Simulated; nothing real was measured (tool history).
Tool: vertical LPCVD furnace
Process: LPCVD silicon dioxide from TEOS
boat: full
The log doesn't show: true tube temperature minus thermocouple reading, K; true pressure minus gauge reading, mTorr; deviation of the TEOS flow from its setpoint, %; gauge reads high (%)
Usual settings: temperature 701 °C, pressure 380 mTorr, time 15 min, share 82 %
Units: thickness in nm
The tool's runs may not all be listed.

run,day,temperature,pressure,time,share,wafers since the last listed run,hours since the last temperature calibration,hours since the pressure gauge was zeroed,hours since the TEOS flow controller was replaced,hours since the gauge calibration,"read-back reference wafer on the same gauge, thickness",thickness
1,0,701,380,12,82,0,617.5,1287.8,6291,788.1,155.05,105.55
2,3.029,701,380,12,82,1383,690.2,1360.5,6363.7,860.8,154.79,104.21
3,6.229,701,380,19,82,1461,767,1437.3,6440.5,937.6,154.89,165.72
4,10.179,701,380,13.5,82,1803,861.8,1532.1,6535.3,1032.4,155.01,117.72
5,12.017,701,380,13.5,82,839,905.9,1576.2,6579.4,1076.5,155.1,119.01
6,15.608,701,380,13.5,82,1640,992.1,1662.4,6665.6,1162.7,155.08,118.59
7,17.462,701,380,15,82,846,1036.6,1706.9,6710.1,1207.2,155.05,131.59
8,19.067,701,380,15,82,732,1075.1,1745.4,6748.6,1245.7,155.15,132.83
9,22.121,701,380,15,82,1394,1148.4,1818.7,6821.9,1319,154.71,131.82
# day 23.308: pressure gauge zeroed
10,24.775,701,380,15,82,755,1212.1,35.2,6885.6,1382.7,154.94,131.22
11,27.583,701,380,15,82,1282,1279.5,102.6,6953,1450.1,154.95,132.39
12,31.888,701,380,15,82,1965,1382.8,205.9,7056.3,1553.4,154.77,131.7
13,33.5,691,380,15,82,736,1421.5,244.6,7095,1592.1,154.84,104.43
# day 34.517: gauge calibrated
14,36.408,701,380,15,82,1328,1491.3,314.4,7164.8,45.4,155.05,131.51
15,38.212,694,440,20.5,97,823,1534.6,357.7,7208.1,88.7,154.76,178.98
16,40.612,710,410,9,82,1095,1592.2,415.3,7265.7,146.3,155.1,101.66
# day 43.925: TEOS flow controller replaced
17,43.946,701,380,15,82,1065,1672.2,495.3,0.5,226.3,155.03,130.86
18,46.346,701,380,19,82,1095,1729.8,552.9,58.1,283.9,154.95,166.4
# day 48.071: thermocouples replaced and temperature profile calibrated
19,48.608,709,380,12,82,576,12.9,607.2,112.4,338.2,155.12,128.23
20,50.642,701,380,15,82,928,61.7,656,161.2,387,154.93,131.95
21,54.938,694,440,20.5,97,1961,164.8,759.1,264.3,490.1,154.89,179.53
22,58.696,701,380,17,82,1716,255,849.3,354.5,580.3,154.96,148.03
23,60.617,712,330,10,82,877,301.1,895.4,400.6,626.4,154.9,105.8
24,63.538,701,380,9.5,68,1333,371.2,965.5,470.7,696.5,154.97,76.53
25,67.517,701,380,15,66,1816,466.7,1061,566.2,792,154.96,118.74
26,71.083,691,380,15,94,1628,552.3,1146.6,651.8,877.6,154.91,111.79

What the log doesn't show, run by run:
true tube temperature minus thermocouple reading, K: 0 in every run
true pressure minus gauge reading, mTorr: 0 in every run
deviation of the TEOS flow from its setpoint, %: 0 in every run
gauge reads high (%): 0 in every run
